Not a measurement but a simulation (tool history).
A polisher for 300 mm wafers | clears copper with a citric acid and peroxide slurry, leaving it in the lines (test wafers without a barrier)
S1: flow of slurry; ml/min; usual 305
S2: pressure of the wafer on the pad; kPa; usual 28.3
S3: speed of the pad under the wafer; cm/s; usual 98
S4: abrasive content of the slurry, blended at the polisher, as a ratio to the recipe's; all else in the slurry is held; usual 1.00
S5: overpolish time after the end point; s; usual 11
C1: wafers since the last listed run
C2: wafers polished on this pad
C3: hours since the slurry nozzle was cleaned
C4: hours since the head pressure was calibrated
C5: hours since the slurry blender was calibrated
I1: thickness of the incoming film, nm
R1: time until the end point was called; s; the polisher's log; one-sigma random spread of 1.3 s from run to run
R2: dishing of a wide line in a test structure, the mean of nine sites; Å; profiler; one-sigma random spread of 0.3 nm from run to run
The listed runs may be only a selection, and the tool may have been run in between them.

run   hour   S1    S2   S3    S4  S5   C1   C2     C3     C4     C5     I1     R1   R2
  1    0.0  305  28.3   98  1.00  11    0  796  203.5  718.7  285.2  461.1  154.2  228
  2    9.9  305  28.3   98  1.00   7   63  859  213.4  728.6  295.1  459.3  155.1  150
  3   18.4  305  28.3   98  1.00   7   54  913  221.9  737.1  303.6  458.7  154.1  146
  4   30.0  305  28.3   98  1.00  11   74  987  233.5  748.7  315.2  461.8  157.6  231
      37.7  -- worn pad replaced by a new one
  5   38.2  305  28.3   98  1.00  11   26    3  241.7  756.9  323.4  463.4  156.4  227
  6   52.9  305  28.3   98  1.00  11   93   97  256.4  771.6  338.1  457.3  152.9  228
  7   68.6  375  28.3   98  1.00  13  100  197  272.1  787.3  353.8  451.3  149.2  258
  8   79.2  375  28.3   98  1.00  13   67  265  282.7  797.9  364.4  463.9  154.3  271
  9   93.4  305  28.3   98  0.95  11   90  356  296.9  812.1  378.6  459.0  158.3  228
     102.3  -- head pressure recalibrated
 10  102.8  355  28.3   98  1.00  11   47  403  306.3    0.5  388.0  463.5  155.2  228
 11  107.9  305  28.3   98  1.00  11   32  436  311.4    5.6  393.1  461.4  156.0  227
     118.1  -- slurry blender recalibrated
 12  118.6  305  28.3   98  1.00  11   55  491  322.1   16.3    0.5  454.1  151.9  229
 13  123.8  305  28.3   78  1.00  11   33  524  327.3   21.5    5.7  460.3  195.6  186
 14  136.9  305  28.3   98  1.00  11   83  608  340.4   34.6   18.8  457.1  153.4  225
     144.6  -- slurry nozzle cleaned
 15  153.2  305  28.3   98  1.00   7   97  706    8.6   50.9   35.1  452.6  152.0  152
 16  160.4  305  28.3   98  1.00  18   46  752   15.8   58.1   42.3  462.8  157.5  342
 17  166.9  305  28.3   88  1.00  11   41  794   22.3   64.6   48.8  460.7  172.8  206
 18  181.8  205  28.3   66  1.00  17   95  889   37.2   79.5   63.7  467.3  238.0  233
 19  190.2  220  28.3   98  0.75  11   53  943   45.6   87.9   72.1  463.7  177.5  200
 20  196.2  305  28.3   98  1.00   8   38  981   51.6   93.9   78.1  452.3  151.3  170
     212.7  -- worn pad replaced by a new one
 21  213.2  395  28.3   78  1.00  11   83    2   68.6  110.9   95.1  460.0  191.1  186
 22  218.2  235  28.3   98  1.15  15   31   34   73.6  115.9  100.1  456.3  148.2  301
 23  233.2  305  37.2  114  1.00   5   95  130   88.6  130.9  115.1  458.9  102.9  164
 24  242.1  305  28.3   98  1.00  11   56  187   97.5  139.8  124.0  464.5  154.4  230
 25  254.7  305  37.2   98  0.80  11   80  268  110.1  152.4  136.6  465.5  129.0  267
 26  262.4  305  28.3   98  1.00  11   49  317  117.8  160.1  144.3  462.9  155.9  226
 27  279.3  305  33.1   98  1.00  11  108  425  134.7  177.0  161.2  460.4  132.0  258

Here are 3 independent what-if runs from the current tool condition. What would each one return?
  A  279.8  305  28.3  98  1.00  11   3  428  135.2  177.5  161.7  451.3   ?   ?
  B  279.8  305  28.3  98  0.80  11   3  428  135.2  177.5  161.7  451.3   ?   ?
  C  279.8  305  35.2  86  1.00   8   3  428  135.2  177.5  161.7  451.3   ?   ?

run     R1   R2
  A  151.4  219
  B  164.2  204
  C  138.9  179
The same runs, with their run-to-run variation unchanged, on a tool lacking any hidden condition would have given:
run     R1   R2
  A  151.4  219
  B  164.2  204
  C  138.9  179
